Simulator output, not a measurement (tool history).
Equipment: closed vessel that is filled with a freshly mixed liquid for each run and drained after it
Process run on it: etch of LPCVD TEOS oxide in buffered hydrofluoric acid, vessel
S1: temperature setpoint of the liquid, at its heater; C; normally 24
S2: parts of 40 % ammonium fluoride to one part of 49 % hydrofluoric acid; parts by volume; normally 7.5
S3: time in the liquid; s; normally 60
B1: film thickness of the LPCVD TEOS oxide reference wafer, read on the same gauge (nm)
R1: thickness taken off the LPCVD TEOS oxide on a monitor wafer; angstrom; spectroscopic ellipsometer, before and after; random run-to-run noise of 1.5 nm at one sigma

{"run": 1, "hour": 0.0, "S1": 24, "S2": 7.5, "S3": 80, "B1": 130.01, "R1": 4027.8}
{"run": 2, "hour": 85.7, "S1": 24, "S2": 7.5, "S3": 80, "B1": 130.03, "R1": 4044}
{"run": 3, "hour": 187.5, "S1": 20.5, "S2": 7.5, "S3": 60, "B1": 130.01, "R1": 2470.5}
{"run": 4, "hour": 258.0, "S1": 24, "S2": 7.5, "S3": 35, "B1": 129.99, "R1": 1752.6}
{"run": 5, "hour": 358.3, "S1": 24, "S2": 7.5, "S3": 35, "B1": 130.02, "R1": 1761.9}
{"run": 6, "hour": 413.4, "S1": 24, "S2": 7.5, "S3": 35, "B1": 129.98, "R1": 1757.7}
{"run": 7, "hour": 504.3, "S1": 24, "S2": 7.5, "S3": 60, "B1": 130.01, "R1": 3013.7}
{"run": 8, "hour": 544.5, "S1": 24, "S2": 7.5, "S3": 60, "B1": 129.98, "R1": 3019.4}
{"run": 9, "hour": 606.4, "S1": 24, "S2": 7.5, "S3": 60, "B1": 130, "R1": 2987.3}
{"run": 10, "hour": 651.6, "S1": 24, "S2": 7.5, "S3": 40, "B1": 130.02, "R1": 2014.9}
{"run": 11, "hour": 707.4, "S1": 24, "S2": 7.5, "S3": 40, "B1": 130, "R1": 2009}
{"hour": 716.3, "done": "gauge calibrated"}
{"run": 12, "hour": 794.2, "S1": 28, "S2": 7.5, "S3": 60, "B1": 130, "R1": 3744.2}
{"run": 13, "hour": 854.7, "S1": 28, "S2": 7.5, "S3": 60, "B1": 129.97, "R1": 3695.8}
{"run": 14, "hour": 949.4, "S1": 26.5, "S2": 6, "S3": 85, "B1": 130, "R1": 6024.4}
{"run": 15, "hour": 1001.5, "S1": 24, "S2": 5.5, "S3": 45, "B1": 130.02, "R1": 3007.4}
{"run": 16, "hour": 1176.6, "S1": 19.5, "S2": 7.5, "S3": 40, "B1": 130, "R1": 1547.9}
{"run": 17, "hour": 1282.9, "S1": 24, "S2": 7.5, "S3": 60, "B1": 129.99, "R1": 2995}
{"run": 18, "hour": 1340.1, "S1": 24, "S2": 7.5, "S3": 60, "B1": 130.02, "R1": 3000.1}
{"run": 19, "hour": 1433.8, "S1": 21, "S2": 6, "S3": 30, "B1": 129.97, "R1": 1568.1}
{"run": 20, "hour": 1526.1, "S1": 21, "S2": 5.5, "S3": 35, "B1": 130, "R1": 1980.2}
{"hour": 1541.9, "done": "thermometer replaced"}
{"run": 21, "hour": 1606.3, "S1": 21, "S2": 5.5, "S3": 35, "B1": 130.02, "R1": 1909.8}
{"hour": 1628.7, "done": "hydrofluoric acid flow meter replaced"}
{"run": 22, "hour": 1699.4, "S1": 24, "S2": 7.5, "S3": 60, "B1": 130.01, "R1": 3025.7}
{"run": 23, "hour": 1738.3, "S1": 28, "S2": 9, "S3": 60, "B1": 130, "R1": 3074}
{"run": 24, "hour": 1778.0, "S1": 19, "S2": 5.5, "S3": 85, "B1": 130.01, "R1": 4311.6}
{"run": 25, "hour": 1832.2, "S1": 26.5, "S2": 10.5, "S3": 60, "B1": 130, "R1": 2520.8}
{"run": 26, "hour": 1892.4, "S1": 26, "S2": 9, "S3": 90, "B1": 130.03, "R1": 4133.1}
{"run": 27, "hour": 1957.4, "S1": 24, "S2": 10, "S3": 60, "B1": 130, "R1": 2306.8}
{"run": 28, "hour": 2030.2, "S1": 24, "S2": 7.5, "S3": 60, "B1": 129.99, "R1": 3019.1}
{"run": 29, "hour": 2121.6, "S1": 24, "S2": 10, "S3": 30, "B1": 130.03, "R1": 1159.6}
{"run": 30, "hour": 2191.1, "S1": 24, "S2": 7.5, "S3": 60, "B1": 130, "R1": 2980.9}
{"run": 31, "hour": 2231.3, "S1": 24, "S2": 6, "S3": 95, "B1": 130.02, "R1": 5898}
{"run": 32, "hour": 2289.8, "S1": 28, "S2": 7.5, "S3": 60, "B1": 130, "R1": 3736.4}

State the hidden condition of the tool at each of the runs:
gauge reads high (%): 0 at every run
H1: liquid hotter than its thermometer reads (K)
H2: hydrofluoric acid flow below the setpoint (%)
run=1 H1=0.224 H2=0.757
run=2 H1=0.24 H2=0.878
run=3 H1=0.259 H2=1.02
run=4 H1=0.273 H2=1.12
run=5 H1=0.292 H2=1.26
run=6 H1=0.302 H2=1.34
run=7 H1=0.319 H2=1.47
run=8 H1=0.327 H2=1.52
run=9 H1=0.338 H2=1.61
run=10 H1=0.347 H2=1.67
run=11 H1=0.357 H2=1.75
run=12 H1=0.374 H2=1.87
run=13 H1=0.385 H2=1.96
run=14 H1=0.403 H2=2.09
run=15 H1=0.413 H2=2.17
run=16 H1=0.446 H2=2.41
run=17 H1=0.466 H2=2.56
run=18 H1=0.477 H2=2.64
run=19 H1=0.494 H2=2.77
run=20 H1=0.512 H2=2.9
run=21 H1=0.0454 H2=3.02
run=22 H1=0.063 H2=0.242
run=23 H1=0.0703 H2=0.297
run=24 H1=0.0778 H2=0.352
run=25 H1=0.088 H2=0.429
run=26 H1=0.0994 H2=0.513
run=27 H1=0.112 H2=0.605
run=28 H1=0.125 H2=0.707
run=29 H1=0.143 H2=0.836
run=30 H1=0.156 H2=0.934
run=31 H1=0.163 H2=0.99
run=32 H1=0.174 H2=1.07
